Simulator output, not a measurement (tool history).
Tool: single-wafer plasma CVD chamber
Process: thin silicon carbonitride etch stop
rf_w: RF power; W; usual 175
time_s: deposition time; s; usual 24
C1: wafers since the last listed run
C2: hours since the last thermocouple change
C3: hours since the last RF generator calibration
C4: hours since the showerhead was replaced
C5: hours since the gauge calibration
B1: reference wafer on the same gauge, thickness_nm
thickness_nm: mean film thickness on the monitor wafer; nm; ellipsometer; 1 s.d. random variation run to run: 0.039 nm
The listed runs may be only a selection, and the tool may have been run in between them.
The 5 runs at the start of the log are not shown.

Run 6, hour 132: usual settings but time_s 26.4 s; C1 435; C2 2731.9; C3 1870.9; C4 5804.3; C5 548; B1 15.197. Result: thickness_nm 13.51 nm.
Run 7, hour 155.9: usual settings; C1 550; C2 2755.8; C3 1894.8; C4 5828.2; C5 571.9; B1 15.224. Result: thickness_nm 12.206 nm.
Run 8, hour 182.1: usual settings; C1 603; C2 2782; C3 1921; C4 5854.4; C5 598.1; B1 15.201. Result: thickness_nm 12.234 nm.
Run 9, hour 208.4: usual settings but rf_w 200 W; C1 605; C2 2808.3; C3 1947.3; C4 5880.7; C5 624.4; B1 15.217. Result: thickness_nm 12.948 nm.
Run 10, hour 249.9: usual settings; C1 955; C2 2849.8; C3 1988.8; C4 5922.2; C5 665.9; B1 15.198. Result: thickness_nm 12.218 nm.
At hour 289.4: thermocouple changed; heater temperature recalibrated.
Run 11, hour 289.9: usual settings; C1 736; C2 0.5; C3 2028.8; C4 5962.2; C5 705.9; B1 15.204. Result: thickness_nm 12.214 nm.
At hour 302.8: showerhead replaced.
Run 12, hour 303.3: usual settings but rf_w 185 W; C1 124; C2 13.9; C3 2042.2; C4 0.5; C5 719.3; B1 15.196. Result: thickness_nm 12.464 nm.
Run 13, hour 312.5: usual settings but rf_w 185 W; C1 211; C2 23.1; C3 2051.4; C4 9.7; C5 728.5; B1 15.179. Result: thickness_nm 12.559 nm.
Run 14, hour 345.3: usual settings; C1 754; C2 55.9; C3 2084.2; C4 42.5; C5 761.3; B1 15.191. Result: thickness_nm 12.19 nm.
Run 15, hour 365.4: usual settings; C1 462; C2 76; C3 2104.3; C4 62.6; C5 781.4; B1 15.195. Result: thickness_nm 12.193 nm.
Run 16, hour 381.4: usual settings; C1 368; C2 92; C3 2120.3; C4 78.6; C5 797.4; B1 15.19. Result: thickness_nm 12.157 nm.
Run 17, hour 405.6: usual settings; C1 556; C2 116.2; C3 2144.5; C4 102.8; C5 821.6; B1 15.214. Result: thickness_nm 12.149 nm.
Run 18, hour 420.4: usual settings but rf_w 165 W, time_s 27.9 s; C1 340; C2 131; C3 2159.3; C4 117.6; C5 836.4; B1 15.215. Result: thickness_nm 13.679 nm.
Run 19, hour 453.9: usual settings but rf_w 200 W; C1 771; C2 164.5; C3 2192.8; C4 151.1; C5 869.9; B1 15.219. Result: thickness_nm 12.779 nm.
At hour 461.1: gauge calibrated.
Run 20, hour 477.5: usual settings but rf_w 155 W, time_s 27.1 s; C1 543; C2 188.1; C3 2216.4; C4 174.7; C5 16.4; B1 15.197. Result: thickness_nm 12.96 nm.
At hour 506.7: RF generator calibrated.
Run 21, hour 507.2: usual settings but rf_w 140 W, time_s 27.7 s; C1 499; C2 217.8; C3 0.5; C4 204.4; C5 46.1; B1 15.208. Result: thickness_nm 13.142 nm.
Run 22, hour 528.9: usual settings but time_s 27.1 s; C1 499; C2 239.5; C3 22.2; C4 226.1; C5 67.8; B1 15.191. Result: thickness_nm 14.282 nm.
Run 23, hour 544.4: usual settings but rf_w 200 W; C1 356; C2 255; C3 37.7; C4 241.6; C5 83.3; B1 15.216. Result: thickness_nm 13.424 nm.
Run 24, hour 574.8: usual settings but rf_w 190 W, time_s 27.3 s; C1 699; C2 285.4; C3 68.1; C4 272; C5 113.7; B1 15.214. Result: thickness_nm 14.912 nm.
Run 25, hour 590.3: usual settings; C1 356; C2 300.9; C3 83.6; C4 287.5; C5 129.2; B1 15.21. Result: thickness_nm 12.702 nm.
Run 26, hour 604.9: usual settings but time_s 26.7 s; C1 336; C2 315.5; C3 98.2; C4 302.1; C5 143.8; B1 15.194. Result: thickness_nm 14.049 nm.
Run 27, hour 632.5: usual settings but rf_w 150 W, time_s 25.7 s; C1 635; C2 343.1; C3 125.8; C4 329.7; C5 171.4; B1 15.201. Result: thickness_nm 12.606 nm.
Run 28, hour 655.2: usual settings but time_s 25.6 s; C1 522; C2 365.8; C3 148.5; C4 352.4; C5 194.1; B1 15.196. Result: thickness_nm 13.524 nm.
Run 29, hour 673.9: usual settings but time_s 26.5 s; C1 430; C2 384.5; C3 167.2; C4 371.1; C5 212.8; B1 15.197. Result: thickness_nm 14.032 nm.
Run 30, hour 695.9: usual settings but rf_w 190 W; C1 506; C2 406.5; C3 189.2; C4 393.1; C5 234.8; B1 15.19. Result: thickness_nm 13.102 nm.

What will run 31 give?
Run 31, hour 717.8: usual settings but time_s 21.8 s; C1 504; C2 428.4; C3 211.1; C4 415; C5 256.7; B1 ?. Result: thickness_nm ?.

{"run 31": {"B1": 15.194, "thickness_nm": 11.51}}
With no hidden state in the tool, this same run would have given thickness_nm 11.538 nm.
